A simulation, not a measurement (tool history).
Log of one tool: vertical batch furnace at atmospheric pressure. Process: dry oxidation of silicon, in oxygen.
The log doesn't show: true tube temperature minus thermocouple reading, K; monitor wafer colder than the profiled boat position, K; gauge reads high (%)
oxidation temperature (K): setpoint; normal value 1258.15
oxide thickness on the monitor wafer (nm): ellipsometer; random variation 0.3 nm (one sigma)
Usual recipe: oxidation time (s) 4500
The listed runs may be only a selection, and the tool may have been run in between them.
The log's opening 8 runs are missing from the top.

| run | hour | oxidation temperature (K) | oxidation time (s) | wafers since the last listed run | hours since the last temperature calibration | hours since the boat lift was adjusted | hours since the gauge calibration | read-back reference wafer on the same gauge, thickness | oxide thickness on the monitor wafer (nm) |
|---|---|---|---|---|---|---|---|---|---|
| 9 | 232.7 | 1258.15 | 3000 | 906 | 4557.1 | 4883.5 | 559.8 | 50.78 | 39.3 |
| 10 | 263.3 | 1267.15 | 4500 | 377 | 4587.7 | 4914.1 | 590.4 | 50.84 | 55.94 |
| 11 | 287.7 | 1267.15 | 4500 | 300 | 4612.1 | 4938.5 | 614.8 | 50.92 | 56.15 |
| 12 | 303.7 | 1267.15 | 4500 | 197 | 4628.1 | 4954.5 | 630.8 | 50.83 | 56.5 |
|  | 338.2 | thermocouples replaced and temperature profile calibrated |
| 13 | 338.7 | 1258.15 | 4500 | 135 | 0.5 | 4989.5 | 665.8 | 51.02 | 51.18 |
| 14 | 362.3 | 1258.15 | 4500 | 291 | 24.1 | 5013.1 | 689.4 | 50.98 | 51.93 |
| 15 | 375 | 1258.15 | 4500 | 156 | 36.8 | 5025.8 | 702.1 | 50.98 | 51.18 |
| 16 | 418 | 1281.15 | 6210 | 530 | 79.8 | 5068.8 | 745.1 | 51.09 | 80.59 |
| 17 | 438.9 | 1271.15 | 3720 | 257 | 100.7 | 5089.7 | 766 | 51.15 | 51.36 |
| 18 | 469.2 | 1239.15 | 3660 | 373 | 131 | 5120 | 796.3 | 51.17 | 38.73 |
| 19 | 482 | 1258.15 | 4500 | 157 | 143.8 | 5132.8 | 809.1 | 51.24 | 51.72 |
| 20 | 499.7 | 1258.15 | 4500 | 218 | 161.5 | 5150.5 | 826.8 | 51.26 | 51.6 |
| 21 | 567.3 | 1242.15 | 2700 | 833 | 229.1 | 5218.1 | 894.4 | 51.42 | 32.44 |
|  | 593 | boat lift adjusted |
| 22 | 607.9 | 1276.15 | 5760 | 204 | 269.7 | 14.9 | 935 | 51.4 | 72.98 |
| 23 | 626.4 | 1258.15 | 4500 | 228 | 288.2 | 33.4 | 953.5 | 51.46 | 51.88 |
|  | 628.9 | gauge calibrated |
| 24 | 658 | 1250.15 | 3210 | 389 | 319.8 | 65 | 29.1 | 49.81 | 37.85 |
| 25 | 686.4 | 1267.15 | 6060 | 350 | 348.2 | 93.4 | 57.5 | 49.88 | 67.39 |
| 26 | 711.9 | 1280.15 | 2850 | 314 | 373.7 | 118.9 | 83 | 49.89 | 46.66 |
| 27 | 732.7 | 1249.15 | 3720 | 256 | 394.5 | 139.7 | 103.8 | 49.86 | 41.51 |
| 28 | 762.5 | 1241.15 | 6240 | 367 | 424.3 | 169.5 | 133.6 | 49.97 | 55.62 |
| 29 | 796.3 | 1258.15 | 4500 | 416 | 458.1 | 203.3 | 167.4 | 50.03 | 50.49 |
| 30 | 829.2 | 1258.15 | 4500 | 405 | 491 | 236.2 | 200.3 | 50.1 | 50.41 |

What if the next run were any one of these 3? Each begins from the tool's condition after run 30:
| A | 833.4 | 1258.15 | 4500 | 51 | 495.2 | 240.4 | 204.5 | ? | ? |
| B | 833.4 | 1258.15 | 3750 | 51 | 495.2 | 240.4 | 204.5 | ? | ? |
| C | 833.4 | 1251.15 | 5370 | 51 | 495.2 | 240.4 | 204.5 | ? | ? |

| run | read-back reference wafer on the same gauge, thickness | oxide thickness on the monitor wafer (nm) |
|---|---|---|
| A | 50.11 | 50.89 |
| B | 50.11 | 45.09 |
| C | 50.11 | 54.09 |
Without the tool's unlogged condition, the same runs would have read:
| run | oxide thickness on the monitor wafer (nm) |
|---|---|
| A | 50.69 |
| B | 44.91 |
| C | 53.87 |
